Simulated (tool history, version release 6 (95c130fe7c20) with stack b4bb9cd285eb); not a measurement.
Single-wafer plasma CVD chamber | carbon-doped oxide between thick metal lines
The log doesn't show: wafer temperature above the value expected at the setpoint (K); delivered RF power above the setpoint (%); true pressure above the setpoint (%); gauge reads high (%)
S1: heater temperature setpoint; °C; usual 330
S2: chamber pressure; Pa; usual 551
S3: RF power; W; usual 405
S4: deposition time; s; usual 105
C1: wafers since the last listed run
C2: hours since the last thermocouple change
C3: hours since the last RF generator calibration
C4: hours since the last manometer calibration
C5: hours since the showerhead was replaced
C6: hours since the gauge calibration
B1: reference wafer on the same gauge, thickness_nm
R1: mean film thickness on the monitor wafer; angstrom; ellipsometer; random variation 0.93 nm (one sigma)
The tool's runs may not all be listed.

| run | hour | S1 | S2 | S3 | S4 | C1 | C2 | C3 | C4 | C5 | C6 | B1 | R1 |
|---|---|---|---|---|---|---|---|---|---|---|---|---|---|
| 1 | 0 | 323 | 551 | 405 | 105 | 0 | 816.8 | 2525.5 | 1191.6 | 7574.8 | 168.4 | 413.032 | 4281.24 |
| 2 | 10.7 | 330 | 551 | 405 | 111 | 144 | 827.5 | 2536.2 | 1202.3 | 7585.5 | 179.1 | 413.174 | 4443.67 |
| 3 | 16.8 | 336 | 551 | 405 | 105 | 82 | 833.6 | 2542.3 | 1208.4 | 7591.6 | 185.2 | 413.005 | 4116.61 |
| 4 | 25.5 | 330 | 629 | 405 | 105 | 117 | 842.3 | 2551 | 1217.1 | 7600.3 | 193.9 | 413.01 | 4285 |
|  | 26.1 | gauge calibrated |
| 5 | 39.5 | 330 | 629 | 405 | 105 | 189 | 856.3 | 2565 | 1231.1 | 7614.3 | 13.4 | 413.301 | 4294.53 |
| 6 | 52.3 | 330 | 629 | 405 | 105 | 173 | 869.1 | 2577.8 | 1243.9 | 7627.1 | 26.2 | 413.299 | 4293.91 |
| 7 | 60.3 | 330 | 551 | 405 | 105 | 108 | 877.1 | 2585.8 | 1251.9 | 7635.1 | 34.2 | 413.207 | 4182.62 |
| 8 | 76.3 | 330 | 551 | 405 | 105 | 216 | 893.1 | 2601.8 | 1267.9 | 7651.1 | 50.2 | 412.683 | 4162.95 |
| 9 | 83.5 | 330 | 551 | 405 | 91 | 97 | 900.3 | 2609 | 1275.1 | 7658.3 | 57.4 | 413.288 | 3615.29 |
|  | 92.1 | thermocouple changed; heater temperature recalibrated |
| 10 | 93.7 | 330 | 551 | 405 | 91 | 29 | 1.6 | 2619.2 | 1285.3 | 7668.5 | 67.6 | 413.144 | 3625.17 |
|  | 102.2 | RF generator calibrated |
| 11 | 105.8 | 330 | 551 | 405 | 91 | 55 | 13.7 | 3.6 | 1297.4 | 7680.6 | 79.7 | 413.399 | 4022.49 |
| 12 | 123.8 | 330 | 507 | 405 | 126 | 243 | 31.7 | 21.6 | 1315.4 | 7698.6 | 97.7 | 412.858 | 5467.19 |
|  | 141.5 | capacitance manometer re-zeroed and calibrated |
|  | 144 | showerhead replaced |
| 13 | 144.5 | 334 | 615 | 475 | 95 | 137 | 52.4 | 42.3 | 3 | 0.5 | 118.4 | 413.516 | 4829.73 |
| 14 | 153.6 | 330 | 551 | 405 | 105 | 123 | 61.5 | 51.4 | 12.1 | 9.6 | 127.5 | 413.182 | 4642.68 |
| 15 | 165.3 | 321 | 551 | 405 | 105 | 158 | 73.2 | 63.1 | 23.8 | 21.3 | 139.2 | 412.853 | 4740.64 |
| 16 | 210.3 | 330 | 551 | 405 | 118 | 609 | 118.2 | 108.1 | 68.8 | 66.3 | 184.2 | 412.544 | 5206.73 |
| 17 | 219.4 | 318 | 513 | 405 | 122 | 123 | 127.3 | 117.2 | 77.9 | 75.4 | 193.3 | 412.97 | 5511.28 |
|  | 225.5 | gauge calibrated |
| 18 | 236.1 | 330 | 551 | 430 | 105 | 226 | 144 | 133.9 | 94.6 | 92.1 | 10.6 | 412.931 | 4882.17 |
| 19 | 250.1 | 330 | 468 | 475 | 93 | 189 | 158 | 147.9 | 108.6 | 106.1 | 24.6 | 412.952 | 4571.88 |
| 20 | 261.5 | 336 | 477 | 370 | 110 | 154 | 169.4 | 159.3 | 120 | 117.5 | 36 | 413.098 | 4293.31 |
| 21 | 272.7 | 338 | 551 | 365 | 105 | 151 | 180.6 | 170.5 | 131.2 | 128.7 | 47.2 | 412.865 | 4103.09 |
| 22 | 288.4 | 330 | 551 | 405 | 105 | 212 | 196.3 | 186.2 | 146.9 | 144.4 | 62.9 | 412.471 | 4628.45 |
| 23 | 296.2 | 330 | 504 | 335 | 115 | 105 | 204.1 | 194 | 154.7 | 152.2 | 70.7 | 413.402 | 4156.38 |

3 ways to go on from here, each from the tool as it stands after run 23. What would each give?
| A | 296.6 | 330 | 551 | 405 | 105 | 5 | 204.5 | 194.4 | 155.1 | 152.6 | 71.1 | ? | ? |
| B | 296.6 | 330 | 663 | 345 | 105 | 5 | 204.5 | 194.4 | 155.1 | 152.6 | 71.1 | ? | ? |
| C | 296.6 | 330 | 551 | 405 | 112 | 5 | 204.5 | 194.4 | 155.1 | 152.6 | 71.1 | ? | ? |

| run | B1 | R1 |
|---|---|---|
| A | 412.812 | 4634.47 |
| B | 412.812 | 4112.57 |
| C | 412.812 | 4941.85 |
Without the tool's hidden state the same runs would have given:
| run | R1 |
|---|---|
| A | 4643.78 |
| B | 4121.2 |
| C | 4951.78 |

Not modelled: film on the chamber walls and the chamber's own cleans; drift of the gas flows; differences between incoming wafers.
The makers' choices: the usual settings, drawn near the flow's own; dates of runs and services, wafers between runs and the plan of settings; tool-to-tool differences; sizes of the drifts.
